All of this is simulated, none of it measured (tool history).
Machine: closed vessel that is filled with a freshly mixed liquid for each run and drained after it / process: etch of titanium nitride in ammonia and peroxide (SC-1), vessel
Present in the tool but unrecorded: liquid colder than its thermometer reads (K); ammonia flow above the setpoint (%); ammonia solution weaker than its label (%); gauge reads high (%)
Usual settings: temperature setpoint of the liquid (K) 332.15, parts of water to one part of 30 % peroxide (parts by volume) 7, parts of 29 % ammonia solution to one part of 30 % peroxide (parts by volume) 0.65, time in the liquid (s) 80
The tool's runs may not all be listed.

run,hour,temperature setpoint of the liquid (K),parts of water to one part of 30 % peroxide (parts by volume),parts of 29 % ammonia solution to one part of 30 % peroxide (parts by volume),time in the liquid (s),wafers since the last listed run,hours since the thermometer was replaced,hours since the ammonia flow meter was replaced,hours since the drum of ammonia solution was connected,hours since the gauge calibration,"read-back film thickness of the titanium nitride reference wafer, read on the same gauge (nm)",thickness taken off the titanium nitride on a monitor wafer (nm)
1,0,332.15,5,0.65,80,0,1288,1449.1,452.3,981.1,139.97,25.63
2,27,324.15,9,0.65,80,2271,1315,1476.1,479.3,1008.1,140.01,11.36
3,96.3,324.15,9,0.65,80,5831,1384.3,1545.4,548.6,1077.4,140.01,11.36
4,132.4,329.65,7,0.65,80,3037,1420.4,1581.5,584.7,1113.5,139.98,18.62
5,168.2,329.65,7,0.65,80,3012,1456.2,1617.3,620.5,1149.3,139.96,18.74
# hour 175.6: new drum of ammonia solution connected
6,233,329.65,7,0.65,80,5368,1521,1682.1,57.4,1214.1,140.06,18.68
# hour 287.1: gauge calibrated
7,292.2,332.15,9,0.65,80,4981,1580.2,1741.3,116.6,5.1,140.01,19.58
8,343.1,332.15,7,0.9,50,4283,1631.1,1792.2,167.5,56,140.02,14.43
9,376,326.65,5,0.55,115,2768,1664,1825.1,200.4,88.9,139.99,25.11
10,420.3,322.65,8,0.45,80,3727,1708.3,1869.4,244.7,133.2,139.98,10.19
11,490,332.15,7,0.5,45,5864,1778,1939.1,314.4,202.9,140.04,11.9
12,518.9,332.15,7,0.65,80,2431,1806.9,1968,343.3,231.8,140,21.94
# hour 528.5: thermometer replaced
13,582,323.65,7,0.65,80,5225,53.5,2031.1,406.4,294.9,140.01,12.68
14,646.7,339.15,7,0.65,120,5444,118.2,2095.8,471.1,359.6,140,53.12
15,697.3,324.65,10,0.9,80,4257,168.8,2146.4,521.7,410.2,139.98,12.02
# hour 715: ammonia flow meter replaced
16,748.5,332.15,7,0.65,80,4224,220,33.5,572.9,461.4,139.96,22.29
17,810.3,332.15,7,0.65,80,5200,281.8,95.3,634.7,523.2,139.95,22.1
18,867.3,332.15,7,0.75,80,4796,338.8,152.3,691.7,580.2,140.07,22.67
# hour 914.9: new drum of ammonia solution connected
19,916.7,332.15,7,0.4,55,4072,388.2,201.7,1.8,629.6,140.07,14.15
20,941.8,332.15,7,0.65,80,2112,413.3,226.8,26.9,654.7,140.03,22.12
21,1005.2,341.15,7,0.65,80,5334,476.7,290.2,90.3,718.1,139.96,39.54
22,1031.7,326.15,5.5,0.65,40,2229,503.2,316.7,116.8,744.6,139.99,8.36
23,1079.1,323.15,7,0.65,40,3988,550.6,364.1,164.2,792,140,6.01
24,1111.7,332.15,7,0.35,80,2743,583.2,396.7,196.8,824.6,139.95,19.88
25,1181.4,332.15,7,0.65,80,5864,652.9,466.4,266.5,894.3,140.01,22.06
26,1232.4,332.15,7,0.65,80,4291,703.9,517.4,317.5,945.3,140.07,22.1

Here are 5 independent what-if runs from the current tool condition. What would each one return?
A,1233.1,332.15,7,0.65,80,58,704.6,518.1,318.2,946,?,?
B,1233.1,326.65,5.5,0.65,80,58,704.6,518.1,318.2,946,?,?
C,1233.1,329.15,10.5,0.5,35,58,704.6,518.1,318.2,946,?,?
D,1233.1,325.65,7,0.5,80,58,704.6,518.1,318.2,946,?,?
E,1233.1,332.15,6,0.9,80,58,704.6,518.1,318.2,946,?,?

run,"read-back film thickness of the titanium nitride reference wafer, read on the same gauge (nm)",thickness taken off the titanium nitride on a monitor wafer (nm)
A,140.01,22.12
B,140.01,17.14
C,140.01,6.19
D,140.01,13.7
E,140.01,24.9
Without the tool's unlogged condition, the same runs would have read:
run,thickness taken off the titanium nitride on a monitor wafer (nm)
A,22.25
B,17.25
C,6.22
D,13.78
E,25.07
